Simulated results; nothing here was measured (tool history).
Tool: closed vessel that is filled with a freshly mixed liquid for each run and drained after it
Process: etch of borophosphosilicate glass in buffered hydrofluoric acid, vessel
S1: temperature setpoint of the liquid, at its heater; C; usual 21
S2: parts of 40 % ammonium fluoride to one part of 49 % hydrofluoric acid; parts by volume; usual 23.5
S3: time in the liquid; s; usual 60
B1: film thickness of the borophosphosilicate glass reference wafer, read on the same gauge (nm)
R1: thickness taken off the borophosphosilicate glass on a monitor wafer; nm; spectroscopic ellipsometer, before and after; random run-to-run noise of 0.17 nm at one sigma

| run | day | S1 | S2 | S3 | B1 | R1 |
|---|---|---|---|---|---|---|
| 1 | 0 | 21 | 26 | 60 | 40.03 | 31.92 |
| 2 | 0.508 | 21 | 17 | 60 | 40.02 | 44.74 |
| 3 | 0.808 | 21 | 17 | 60 | 40 | 44.81 |
| 4 | 1.433 | 21 | 17 | 60 | 39.99 | 44.21 |
|  | 1.925 | gauge calibrated |
| 5 | 1.95 | 21 | 23.5 | 60 | 39.95 | 33.98 |
| 6 | 2.217 | 21 | 23.5 | 60 | 40 | 33.99 |
| 7 | 2.904 | 21 | 23.5 | 60 | 39.99 | 33.71 |
| 8 | 3.404 | 21 | 23.5 | 60 | 40.04 | 34 |
| 9 | 4.088 | 21 | 23.5 | 60 | 40.02 | 33.77 |
| 10 | 4.471 | 21 | 23.5 | 60 | 40 | 33.81 |
| 11 | 5.192 | 21 | 23.5 | 60 | 39.98 | 33.66 |
| 12 | 5.783 | 21 | 23.5 | 60 | 40.01 | 33.38 |
| 13 | 6.412 | 21 | 23.5 | 60 | 40.01 | 33.77 |
| 14 | 6.717 | 21 | 23.5 | 60 | 39.99 | 33.31 |
| 15 | 7.446 | 23 | 23.5 | 45 | 40 | 28.41 |
|  | 7.942 | thermometer replaced |
| 16 | 8.188 | 23 | 23.5 | 45 | 39.96 | 31.9 |
| 17 | 8.821 | 17 | 23.5 | 75 | 40.02 | 37.85 |
| 18 | 9.188 | 21 | 23.5 | 60 | 40 | 38.06 |
| 19 | 9.6 | 19.5 | 23.5 | 60 | 40.01 | 34.73 |
| 20 | 9.867 | 19 | 23.5 | 30 | 39.99 | 16.85 |
| 21 | 10.333 | 17 | 20.5 | 45 | 39.97 | 24.88 |
| 22 | 10.812 | 21 | 23.5 | 60 | 40 | 37.43 |
| 23 | 11.325 | 26 | 23.5 | 60 | 40.03 | 49.46 |
|  | 11.371 | hydrofluoric acid flow meter replaced |
|  | 11.575 | gauge calibrated |
| 24 | 11.779 | 21 | 23.5 | 40 | 39.98 | 25.2 |
| 25 | 12.292 | 21 | 26.5 | 60 | 39.98 | 34.37 |
| 26 | 12.671 | 21 | 14.5 | 90 | 40.01 | 86.64 |
| 27 | 12.954 | 25 | 30 | 35 | 40.02 | 23.15 |
| 28 | 13.217 | 21 | 23.5 | 60 | 40.01 | 37.68 |
| 29 | 13.625 | 21 | 26.5 | 45 | 40 | 25.98 |
| 30 | 13.942 | 17 | 30 | 30 | 40.01 | 12.65 |
| 31 | 15.196 | 21 | 16 | 60 | 40.02 | 52.04 |
| 32 | 15.583 | 17 | 23.5 | 60 | 39.99 | 29.67 |

Predict each of these 3 candidate next runs independently; none follows another, all start after run 32:
| A | 15.612 | 21 | 23.5 | 60 | ? | ? |
| B | 15.612 | 21 | 23.5 | 50 | ? | ? |
| C | 15.612 | 21 | 30 | 50 | ? | ? |

| run | B1 | R1 |
|---|---|---|
| A | 39.99 | 37.46 |
| B | 39.99 | 31.22 |
| C | 39.99 | 26.35 |
Without the tool's unlogged condition, the same runs would have read:
| run | R1 |
|---|---|
| A | 38.07 |
| B | 31.72 |
| C | 26.78 |

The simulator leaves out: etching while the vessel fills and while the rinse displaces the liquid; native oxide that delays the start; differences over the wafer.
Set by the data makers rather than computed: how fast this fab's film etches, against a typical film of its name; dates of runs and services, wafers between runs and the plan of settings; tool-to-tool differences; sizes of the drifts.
